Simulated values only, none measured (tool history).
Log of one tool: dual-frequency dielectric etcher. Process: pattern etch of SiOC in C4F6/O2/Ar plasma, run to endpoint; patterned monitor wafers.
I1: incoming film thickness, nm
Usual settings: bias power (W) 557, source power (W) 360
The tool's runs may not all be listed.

run 1 day=0 | bias_power_(W)=605 source_power_(W)=360 | I1=50.4 | endpoint_time_(s)=16.7
run 2 day=1.367 | bias_power_(W)=605 source_power_(W)=360 | I1=51 | endpoint_time_(s)=16.5
run 3 day=2.358 | bias_power_(W)=557 source_power_(W)=430 | I1=50.7 | endpoint_time_(s)=15.5
run 4 day=2.946 | bias_power_(W)=557 source_power_(W)=430 | I1=51.2 | endpoint_time_(s)=15.7
run 5 day=3.562 | bias_power_(W)=557 source_power_(W)=430 | I1=50.8 | endpoint_time_(s)=15.4
run 6 day=4.688 | bias_power_(W)=557 source_power_(W)=360 | I1=50.7 | endpoint_time_(s)=16.8
run 7 day=5.925 | bias_power_(W)=557 source_power_(W)=360 | I1=50.3 | endpoint_time_(s)=16.7
run 8 day=6.696 | bias_power_(W)=653 source_power_(W)=340 | I1=51.4 | endpoint_time_(s)=16.9
run 9 day=7.883 | bias_power_(W)=557 source_power_(W)=360 | I1=50.6 | endpoint_time_(s)=16.7
-- day=8.65 bias power generator calibrated
run 10 day=8.992 | bias_power_(W)=557 source_power_(W)=360 | I1=50.8 | endpoint_time_(s)=16.5
run 11 day=10.171 | bias_power_(W)=557 source_power_(W)=360 | I1=50.7 | endpoint_time_(s)=16.6
-- day=11.971 wet clean of the chamber
run 12 day=11.992 | bias_power_(W)=521 source_power_(W)=360 | I1=51 | endpoint_time_(s)=17.8
run 13 day=12.496 | bias_power_(W)=605 source_power_(W)=360 | I1=50.7 | endpoint_time_(s)=16.9
run 14 day=13.4 | bias_power_(W)=508 source_power_(W)=410 | I1=50.7 | endpoint_time_(s)=16.5
-- day=14.862 upper electrode replaced
run 15 day=16.217 | bias_power_(W)=658 source_power_(W)=390 | I1=51.1 | endpoint_time_(s)=15.8
run 16 day=17.167 | bias_power_(W)=422 source_power_(W)=430 | I1=50.8 | endpoint_time_(s)=16.9
run 17 day=18.658 | bias_power_(W)=557 source_power_(W)=360 | I1=51 | endpoint_time_(s)=17.2
-- day=19.508 source power generator calibrated
run 18 day=19.529 | bias_power_(W)=435 source_power_(W)=400 | I1=51 | endpoint_time_(s)=17.4
run 19 day=20.729 | bias_power_(W)=478 source_power_(W)=280 | I1=50.3 | endpoint_time_(s)=20.2
run 20 day=23.667 | bias_power_(W)=685 source_power_(W)=310 | I1=51.1 | endpoint_time_(s)=17.4
run 21 day=24.208 | bias_power_(W)=476 source_power_(W)=280 | I1=50.5 | endpoint_time_(s)=20.3
run 22 day=25.183 | bias_power_(W)=557 source_power_(W)=360 | I1=50.6 | endpoint_time_(s)=16.6
-- day=27.029 wet clean of the chamber
run 23 day=27.05 | bias_power_(W)=616 source_power_(W)=450 | I1=50.5 | endpoint_time_(s)=14.9
run 24 day=27.304 | bias_power_(W)=657 source_power_(W)=360 | I1=50.4 | endpoint_time_(s)=16.3

Forecast each of these 4 alternatives for the next run:
run A day=27.321 | bias_power_(W)=557 source_power_(W)=360 | I1=51.6 | endpoint_time_(s)=?
run B day=27.321 | bias_power_(W)=593 source_power_(W)=340 | I1=51.6 | endpoint_time_(s)=?
run C day=27.321 | bias_power_(W)=604 source_power_(W)=360 | I1=51.6 | endpoint_time_(s)=?
run D day=27.321 | bias_power_(W)=616 source_power_(W)=330 | I1=51.6 | endpoint_time_(s)=?

run=A endpoint_time_(s)=17.6
run=B endpoint_time_(s)=17.9
run=C endpoint_time_(s)=17.2
run=D endpoint_time_(s)=18
Without the tool's hidden state the same runs would have given:
run=A endpoint_time_(s)=17.7
run=B endpoint_time_(s)=17.9
run=C endpoint_time_(s)=17.3
run=D endpoint_time_(s)=18
